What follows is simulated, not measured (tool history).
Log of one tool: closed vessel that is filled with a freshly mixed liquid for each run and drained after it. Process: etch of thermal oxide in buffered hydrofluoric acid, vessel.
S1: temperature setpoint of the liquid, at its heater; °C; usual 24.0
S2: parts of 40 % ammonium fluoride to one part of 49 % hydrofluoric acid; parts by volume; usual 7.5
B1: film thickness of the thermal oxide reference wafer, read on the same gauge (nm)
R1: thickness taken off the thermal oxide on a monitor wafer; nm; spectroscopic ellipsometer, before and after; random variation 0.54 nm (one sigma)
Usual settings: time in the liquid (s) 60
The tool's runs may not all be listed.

run 1 hour=0.0 | S1=24.0 S2=7.5 time_in_the_liquid_(s)=60 | B1=39.97 | R1=91.02
run 2 hour=106.6 | S1=24.0 S2=7.5 time_in_the_liquid_(s)=60 | B1=39.99 | R1=89.96
run 3 hour=159.8 | S1=24.0 S2=7.5 time_in_the_liquid_(s)=60 | B1=40.00 | R1=90.07
run 4 hour=231.1 | S1=24.0 S2=7.5 time_in_the_liquid_(s)=85 | B1=40.01 | R1=128.07
run 5 hour=294.8 | S1=24.0 S2=7.5 time_in_the_liquid_(s)=85 | B1=40.00 | R1=128.11
-- hour=349.6 hydrofluoric acid flow meter replaced
run 6 hour=365.0 | S1=24.0 S2=7.5 time_in_the_liquid_(s)=60 | B1=39.97 | R1=91.68
run 7 hour=410.7 | S1=24.0 S2=8.5 time_in_the_liquid_(s)=60 | B1=40.00 | R1=78.77
run 8 hour=676.8 | S1=24.0 S2=7.5 time_in_the_liquid_(s)=80 | B1=39.99 | R1=121.37
run 9 hour=769.7 | S1=24.0 S2=7.5 time_in_the_liquid_(s)=80 | B1=39.98 | R1=120.90
run 10 hour=841.8 | S1=24.0 S2=7.5 time_in_the_liquid_(s)=60 | B1=40.01 | R1=90.40
run 11 hour=901.1 | S1=24.0 S2=7.5 time_in_the_liquid_(s)=35 | B1=40.00 | R1=53.09
run 12 hour=967.2 | S1=24.0 S2=7.5 time_in_the_liquid_(s)=60 | B1=39.98 | R1=90.65
run 13 hour=1042.9 | S1=24.0 S2=7.5 time_in_the_liquid_(s)=60 | B1=40.00 | R1=90.97
run 14 hour=1079.6 | S1=24.0 S2=7.5 time_in_the_liquid_(s)=60 | B1=40.00 | R1=91.11
run 15 hour=1125.6 | S1=24.0 S2=7.5 time_in_the_liquid_(s)=60 | B1=40.00 | R1=90.29
-- hour=1129.6 thermometer replaced
-- hour=1155.5 gauge calibrated
run 16 hour=1173.5 | S1=24.0 S2=8.5 time_in_the_liquid_(s)=60 | B1=39.99 | R1=79.04
-- hour=1216.1 hydrofluoric acid flow meter replaced
run 17 hour=1280.0 | S1=28.5 S2=8.5 time_in_the_liquid_(s)=45 | B1=40.01 | R1=76.07
run 18 hour=1382.6 | S1=28.5 S2=10.5 time_in_the_liquid_(s)=60 | B1=39.98 | R1=84.18
run 19 hour=1472.4 | S1=24.0 S2=7.5 time_in_the_liquid_(s)=60 | B1=40.01 | R1=90.72
run 20 hour=1539.1 | S1=24.0 S2=7.5 time_in_the_liquid_(s)=60 | B1=40.02 | R1=90.71
run 21 hour=1631.8 | S1=22.0 S2=8.5 time_in_the_liquid_(s)=30 | B1=39.98 | R1=35.40
run 22 hour=1692.3 | S1=24.0 S2=7.5 time_in_the_liquid_(s)=60 | B1=40.03 | R1=90.18
run 23 hour=1756.6 | S1=28.0 S2=5.5 time_in_the_liquid_(s)=60 | B1=39.99 | R1=148.27
run 24 hour=1805.6 | S1=20.0 S2=6.0 time_in_the_liquid_(s)=60 | B1=40.00 | R1=89.72
run 25 hour=1864.5 | S1=20.5 S2=6.0 time_in_the_liquid_(s)=85 | B1=39.99 | R1=130.07
run 26 hour=1922.4 | S1=26.0 S2=5.0 time_in_the_liquid_(s)=45 | B1=40.01 | R1=108.43
run 27 hour=1971.3 | S1=24.0 S2=10.0 time_in_the_liquid_(s)=90 | B1=40.00 | R1=103.91
-- hour=2007.4 hydrofluoric acid flow meter replaced
run 28 hour=2041.8 | S1=24.0 S2=10.0 time_in_the_liquid_(s)=60 | B1=40.02 | R1=70.16
run 29 hour=2110.0 | S1=27.5 S2=7.5 time_in_the_liquid_(s)=90 | B1=40.00 | R1=163.73
run 30 hour=2188.2 | S1=26.0 S2=7.5 time_in_the_liquid_(s)=75 | B1=40.00 | R1=125.65
run 31 hour=2241.3 | S1=21.5 S2=7.5 time_in_the_liquid_(s)=60 | B1=39.99 | R1=79.43
run 32 hour=2279.5 | S1=28.5 S2=9.0 time_in_the_liquid_(s)=50 | B1=40.03 | R1=78.75
run 33 hour=2334.4 | S1=22.0 S2=6.0 time_in_the_liquid_(s)=80 | B1=39.99 | R1=132.47

4 ways to go on from here, each from the tool as it stands after run 33. What would each give?
run A hour=2335.1 | S1=24.0 S2=7.5 time_in_the_liquid_(s)=60 | B1=? | R1=?
run B hour=2335.1 | S1=22.5 S2=9.0 time_in_the_liquid_(s)=40 | B1=? | R1=?
run C hour=2335.1 | S1=19.5 S2=7.5 time_in_the_liquid_(s)=30 | B1=? | R1=?
run D hour=2335.1 | S1=28.5 S2=8.5 time_in_the_liquid_(s)=30 | B1=? | R1=?

run=A B1=39.98 R1=91.89
run=B B1=39.98 R1=46.31
run=C B1=39.98 R1=35.82
run=D B1=39.98 R1=51.09
Without the tool's hidden state the same runs would have given:
run=A R1=91.89
run=B R1=46.31
run=C R1=35.82
run=D R1=51.09
